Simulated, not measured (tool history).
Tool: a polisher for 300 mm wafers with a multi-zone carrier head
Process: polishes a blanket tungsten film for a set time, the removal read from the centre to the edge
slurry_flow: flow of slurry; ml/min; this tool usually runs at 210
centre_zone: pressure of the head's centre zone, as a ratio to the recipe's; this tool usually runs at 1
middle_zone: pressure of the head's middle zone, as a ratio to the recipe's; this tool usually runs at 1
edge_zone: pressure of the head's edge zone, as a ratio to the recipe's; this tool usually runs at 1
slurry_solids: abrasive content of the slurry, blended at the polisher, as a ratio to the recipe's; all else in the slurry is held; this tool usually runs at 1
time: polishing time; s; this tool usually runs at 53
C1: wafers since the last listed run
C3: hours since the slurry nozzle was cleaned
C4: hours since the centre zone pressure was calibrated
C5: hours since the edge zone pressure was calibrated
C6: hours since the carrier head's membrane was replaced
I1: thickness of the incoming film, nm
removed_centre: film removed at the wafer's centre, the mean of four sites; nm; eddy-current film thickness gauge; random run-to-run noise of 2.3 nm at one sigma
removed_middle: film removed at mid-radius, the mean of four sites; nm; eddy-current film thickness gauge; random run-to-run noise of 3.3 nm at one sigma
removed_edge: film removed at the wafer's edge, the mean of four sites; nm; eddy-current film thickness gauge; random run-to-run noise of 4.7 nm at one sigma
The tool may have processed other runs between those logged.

{"run": 1, "day": 0.0, "slurry_flow": 210, "centre_zone": 1, "middle_zone": 1, "edge_zone": 1, "slurry_solids": 1, "time": 53, "C1": 0, "wafers polished on this pad": 5, "C3": 192.8, "C4": 682, "C5": 218.1, "C6": 0.5, "I1": 1028.6, "removed_centre": 359.9, "removed_middle": 343.7, "removed_edge": 334.2}
{"run": 2, "day": 0.962, "slurry_flow": 210, "centre_zone": 1, "middle_zone": 1, "edge_zone": 1, "slurry_solids": 1, "time": 53, "C1": 292, "wafers polished on this pad": 298, "C3": 215.9, "C4": 705.1, "C5": 241.2, "C6": 23.6, "I1": 1055.4, "removed_centre": 362.4, "removed_middle": 343.9, "removed_edge": 340.7}
{"run": 3, "day": 1.646, "slurry_flow": 210, "centre_zone": 1, "middle_zone": 1, "edge_zone": 1, "slurry_solids": 1, "time": 53, "C1": 207, "wafers polished on this pad": 506, "C3": 232.3, "C4": 721.5, "C5": 257.6, "C6": 40, "I1": 1047.6, "removed_centre": 360, "removed_middle": 348.4, "removed_edge": 338.3}
{"day": 3.383, "done": "slurry nozzle cleaned"}
{"day": 5.867, "done": "edge zone pressure recalibrated"}
{"run": 4, "day": 6.129, "slurry_flow": 210, "centre_zone": 1, "middle_zone": 1, "edge_zone": 1, "slurry_solids": 1, "time": 53, "C1": 1326, "wafers polished on this pad": 1833, "C3": 65.9, "C4": 829.1, "C5": 6.3, "C6": 147.6, "I1": 1048.2, "removed_centre": 359.7, "removed_middle": 345.1, "removed_edge": 328.8}
{"run": 5, "day": 7.038, "slurry_flow": 210, "centre_zone": 1, "middle_zone": 1, "edge_zone": 1, "slurry_solids": 1, "time": 53, "C1": 276, "wafers polished on this pad": 2109, "C3": 87.7, "C4": 850.9, "C5": 28.1, "C6": 169.4, "I1": 1044.7, "removed_centre": 362.3, "removed_middle": 341.6, "removed_edge": 340.3}
{"run": 6, "day": 7.717, "slurry_flow": 210, "centre_zone": 1, "middle_zone": 1, "edge_zone": 0.94, "slurry_solids": 0.8, "time": 53, "C1": 206, "wafers polished on this pad": 2316, "C3": 104, "C4": 867.2, "C5": 44.4, "C6": 185.7, "I1": 1041.1, "removed_centre": 334.9, "removed_middle": 316.3, "removed_edge": 308.9}
{"run": 7, "day": 9.062, "slurry_flow": 210, "centre_zone": 1, "middle_zone": 1, "edge_zone": 1, "slurry_solids": 1, "time": 53, "C1": 409, "wafers polished on this pad": 2725, "C3": 136.3, "C4": 899.5, "C5": 76.7, "C6": 218, "I1": 1045.8, "removed_centre": 363.8, "removed_middle": 345.1, "removed_edge": 335.7}
{"day": 9.538, "done": "centre zone pressure recalibrated"}
{"run": 8, "day": 9.65, "slurry_flow": 210, "centre_zone": 1, "middle_zone": 1, "edge_zone": 1, "slurry_solids": 1, "time": 53, "C1": 153, "wafers polished on this pad": 2879, "C3": 150.4, "C4": 2.7, "C5": 90.8, "C6": 232.1, "I1": 1052.6, "removed_centre": 341.8, "removed_middle": 337.4, "removed_edge": 339}
{"day": 10.121, "done": "worn pad replaced by a new one"}
{"run": 9, "day": 11.058, "slurry_flow": 210, "centre_zone": 1.12, "middle_zone": 1.08, "edge_zone": 0.92, "slurry_solids": 1, "time": 53, "C1": 377, "wafers polished on this pad": 285, "C3": 184.2, "C4": 36.5, "C5": 124.6, "C6": 265.9, "I1": 1042, "removed_centre": 370.8, "removed_middle": 366.9, "removed_edge": 324.6}
{"run": 10, "day": 12.158, "slurry_flow": 160, "centre_zone": 1, "middle_zone": 1, "edge_zone": 1.07, "slurry_solids": 1, "time": 53, "C1": 334, "wafers polished on this pad": 620, "C3": 210.6, "C4": 62.9, "C5": 151, "C6": 292.3, "I1": 1034.9, "removed_centre": 327, "removed_middle": 328, "removed_edge": 328.7}
{"run": 11, "day": 12.738, "slurry_flow": 275, "centre_zone": 1, "middle_zone": 0.95, "edge_zone": 1, "slurry_solids": 1, "time": 53, "C1": 176, "wafers polished on this pad": 796, "C3": 224.5, "C4": 76.8, "C5": 164.9, "C6": 306.2, "I1": 1045.2, "removed_centre": 360.4, "removed_middle": 340, "removed_edge": 341.8}
{"run": 12, "day": 13.958, "slurry_flow": 210, "centre_zone": 0.9, "middle_zone": 1, "edge_zone": 1, "slurry_solids": 1.15, "time": 53, "C1": 371, "wafers polished on this pad": 1167, "C3": 253.8, "C4": 106.1, "C5": 194.2, "C6": 335.5, "I1": 1028, "removed_centre": 347.4, "removed_middle": 362.6, "removed_edge": 356.9}
{"day": 14.879, "done": "slurry nozzle cleaned"}
{"run": 13, "day": 15.183, "slurry_flow": 210, "centre_zone": 1, "middle_zone": 1, "edge_zone": 0.9, "slurry_solids": 1, "time": 43, "C1": 360, "wafers polished on this pad": 1528, "C3": 7.3, "C4": 135.5, "C5": 223.6, "C6": 364.9, "I1": 1042.1, "removed_centre": 286, "removed_middle": 277.1, "removed_edge": 253.9}
{"run": 14, "day": 16.204, "slurry_flow": 210, "centre_zone": 1, "middle_zone": 1, "edge_zone": 1, "slurry_solids": 1, "time": 53, "C1": 310, "wafers polished on this pad": 1838, "C3": 31.8, "C4": 160, "C5": 248.1, "C6": 389.4, "I1": 1049.2, "removed_centre": 347.8, "removed_middle": 344.4, "removed_edge": 341.5}
{"run": 15, "day": 17.7, "slurry_flow": 170, "centre_zone": 1, "middle_zone": 1, "edge_zone": 1, "slurry_solids": 0.9, "time": 47, "C1": 455, "wafers polished on this pad": 2293, "C3": 67.7, "C4": 195.9, "C5": 284, "C6": 425.3, "I1": 1030, "removed_centre": 285.4, "removed_middle": 281.6, "removed_edge": 280.3}
{"run": 16, "day": 18.808, "slurry_flow": 210, "centre_zone": 1, "middle_zone": 1, "edge_zone": 1, "slurry_solids": 1, "time": 53, "C1": 337, "wafers polished on this pad": 2631, "C3": 94.3, "C4": 222.5, "C5": 310.6, "C6": 451.9, "I1": 1037.6, "removed_centre": 346.1, "removed_middle": 344.2, "removed_edge": 332.9}
{"run": 17, "day": 19.529, "slurry_flow": 210, "centre_zone": 1, "middle_zone": 1, "edge_zone": 1, "slurry_solids": 1.25, "time": 70, "C1": 219, "wafers polished on this pad": 2850, "C3": 111.6, "C4": 239.8, "C5": 327.9, "C6": 469.2, "I1": 1038.3, "removed_centre": 501.2, "removed_middle": 496.6, "removed_edge": 484.8}
{"day": 20.254, "done": "worn pad replaced by a new one"}
{"day": 20.508, "done": "edge zone pressure recalibrated"}
{"run": 18, "day": 20.612, "slurry_flow": 275, "centre_zone": 1, "middle_zone": 0.95, "edge_zone": 0.96, "slurry_solids": 1, "time": 38, "C1": 253, "wafers polished on this pad": 84, "C3": 137.6, "C4": 265.8, "C5": 2.5, "C6": 495.2, "I1": 1056.5, "removed_centre": 259.8, "removed_middle": 241.4, "removed_edge": 245.3}
{"run": 19, "day": 21.842, "slurry_flow": 210, "centre_zone": 1, "middle_zone": 1, "edge_zone": 1, "slurry_solids": 1, "time": 53, "C1": 374, "wafers polished on this pad": 458, "C3": 167.1, "C4": 295.3, "C5": 32, "C6": 524.7, "I1": 1039.2, "removed_centre": 353.1, "removed_middle": 347.7, "removed_edge": 333.5}
{"run": 20, "day": 22.846, "slurry_flow": 210, "centre_zone": 1, "middle_zone": 1, "edge_zone": 0.96, "slurry_solids": 1, "time": 53, "C1": 305, "wafers polished on this pad": 763, "C3": 191.2, "C4": 319.4, "C5": 56.1, "C6": 548.8, "I1": 1055.8, "removed_centre": 353.4, "removed_middle": 341.9, "removed_edge": 326.8}
{"run": 21, "day": 27.025, "slurry_flow": 160, "centre_zone": 0.96, "middle_zone": 1, "edge_zone": 1, "slurry_solids": 1, "time": 53, "C1": 1271, "wafers polished on this pad": 2035, "C3": 291.5, "C4": 419.7, "C5": 156.4, "C6": 649.1, "I1": 1037.8, "removed_centre": 325.9, "removed_middle": 321.6, "removed_edge": 328.1}
{"day": 27.975, "done": "slurry nozzle cleaned"}
{"run": 22, "day": 28.233, "slurry_flow": 210, "centre_zone": 1, "middle_zone": 0.88, "edge_zone": 0.9, "slurry_solids": 1, "time": 46, "C1": 355, "wafers polished on this pad": 2390, "C3": 6.2, "C4": 448.7, "C5": 185.4, "C6": 678.1, "I1": 1038.2, "removed_centre": 311.2, "removed_middle": 265.9, "removed_edge": 277.1}

For some of the steps in removed_centre from one run to the next: how much would appear even if the tool had no hidden state, given the settings, what came in and random variation, and how much remains for the hidden state plus any gauge scatter that the measured result and the result without hidden state don't share?
Hidden conditions of the tool in this case: removal rate lost through wear of the pad, %; slurry flow missing at the pad, %; deviation of the centre zone's pressure from its setpoint, %; deviation of the edge zone's pressure from its setpoint, %.
Run 7 -> 8: centre zone pressure recalibrated. removed_centre -22 nm: hidden state -18.7, all else -3.3.
Run 16 -> 17: slurry_solids 1 -> 1.25, time 53 -> 70. removed_centre +155.1 nm: hidden state +3.7, all else +151.4.
Run 17 -> 18: slurry_flow 210 -> 275, middle_zone 1 -> 0.95, edge_zone 1 -> 0.96, slurry_solids 1.25 -> 1, time 70 -> 38, worn pad replaced by a new one, edge zone pressure recalibrated. removed_centre -241.4 nm: hidden state -4.6, all else -236.8.
